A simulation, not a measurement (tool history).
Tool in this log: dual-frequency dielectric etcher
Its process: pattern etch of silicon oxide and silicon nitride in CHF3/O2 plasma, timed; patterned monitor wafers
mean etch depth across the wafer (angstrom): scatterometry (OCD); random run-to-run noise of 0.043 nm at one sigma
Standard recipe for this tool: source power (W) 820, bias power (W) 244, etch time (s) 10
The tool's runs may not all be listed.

| run | hour | source power (W) | bias power (W) | etch time (s) | wafers since the last listed run | hours since the last wet clean | hours since the last source power generator calibration | hours since the last bias power generator calibration | hours since the last upper electrode change | hours since the gauge calibration | read-back reference wafer on the same gauge, depth_nm | mean etch depth across the wafer (angstrom) |
|---|---|---|---|---|---|---|---|---|---|---|---|---|
| 1 | 0 | 820 | 244 | 8 | 0 | 380.8 | 1252.9 | 2737.6 | 2035.8 | 449.5 | 20.8 | 161.7 |
|  | 36.3 | gauge calibrated |
| 2 | 67.8 | 820 | 244 | 10 | 840 | 448.6 | 1320.7 | 2805.4 | 2103.6 | 31.5 | 20.8 | 202.9 |
| 3 | 107.1 | 820 | 244 | 10 | 487 | 487.9 | 1360 | 2844.7 | 2142.9 | 70.8 | 20.8 | 203.4 |
|  | 135.2 | wet clean of the chamber |
| 4 | 144.8 | 820 | 244 | 10 | 169 | 9.6 | 1397.7 | 2882.4 | 2180.6 | 108.5 | 20.81 | 198.2 |
| 5 | 198.6 | 820 | 244 | 10 | 667 | 63.4 | 1451.5 | 2936.2 | 2234.4 | 162.3 | 20.79 | 199.5 |
| 6 | 235.1 | 820 | 244 | 10 | 452 | 99.9 | 1488 | 2972.7 | 2270.9 | 198.8 | 20.8 | 199.1 |
| 7 | 298.7 | 820 | 244 | 10 | 788 | 163.5 | 1551.6 | 3036.3 | 2334.5 | 262.4 | 20.79 | 200.2 |
| 8 | 331.7 | 820 | 264 | 10 | 409 | 196.5 | 1584.6 | 3069.3 | 2367.5 | 295.4 | 20.81 | 208.8 |
| 9 | 392.4 | 820 | 244 | 10 | 752 | 257.2 | 1645.3 | 3130 | 2428.2 | 356.1 | 20.8 | 200 |
| 10 | 458.1 | 930 | 226 | 11.5 | 814 | 322.9 | 1711 | 3195.7 | 2493.9 | 421.8 | 20.78 | 234.9 |
| 11 | 492.3 | 770 | 283 | 12.5 | 424 | 357.1 | 1745.2 | 3229.9 | 2528.1 | 456 | 20.79 | 264.5 |
|  | 498.6 | source power generator calibrated |
|  | 520.4 | gauge calibrated |
|  | 531.7 | bias power generator calibrated |
| 12 | 548.7 | 900 | 194 | 12 | 600 | 413.5 | 50.1 | 17 | 2584.5 | 28.3 | 20.81 | 217.9 |
|  | 629.4 | upper electrode replaced |
|  | 647.4 | wet clean of the chamber |
| 13 | 699.8 | 630 | 244 | 11.5 | 1353 | 52.4 | 201.2 | 168.1 | 70.4 | 179.4 | 20.79 | 202.4 |
| 14 | 734.7 | 820 | 203 | 11.5 | 432 | 87.3 | 236.1 | 203 | 105.3 | 214.3 | 20.8 | 206 |
| 15 | 783 | 820 | 244 | 10 | 598 | 135.6 | 284.4 | 251.3 | 153.6 | 262.6 | 20.8 | 197.3 |
| 16 | 827.1 | 820 | 222 | 10 | 546 | 179.7 | 328.5 | 295.4 | 197.7 | 306.7 | 20.8 | 189.1 |

Table of differences, measured result less the result of that run with no hidden state. Run-to-run variation is the same in both. Gauge scatter possibly is not:
The tool's hidden condition here consists of: etch rate over this chamber's usual, %; source power that arrives over what is set, %; bias power that arrives over what is set, %; gauge reads high (%).
| run | mean etch depth across the wafer (angstrom) |
|---|---|
| 1 | +5.9 |
| 2 | +8 |
| 3 | +8.3 |
| 4 | +3.5 |
| 5 | +4.1 |
| 6 | +4.4 |
| 7 | +4.9 |
| 8 | +5.4 |
| 9 | +5.7 |
| 10 | +7.4 |
| 11 | +8.6 |
| 12 | +3.3 |
| 13 | +2.3 |
| 14 | +2.8 |
| 15 | +3.2 |
| 16 | +3.7 |
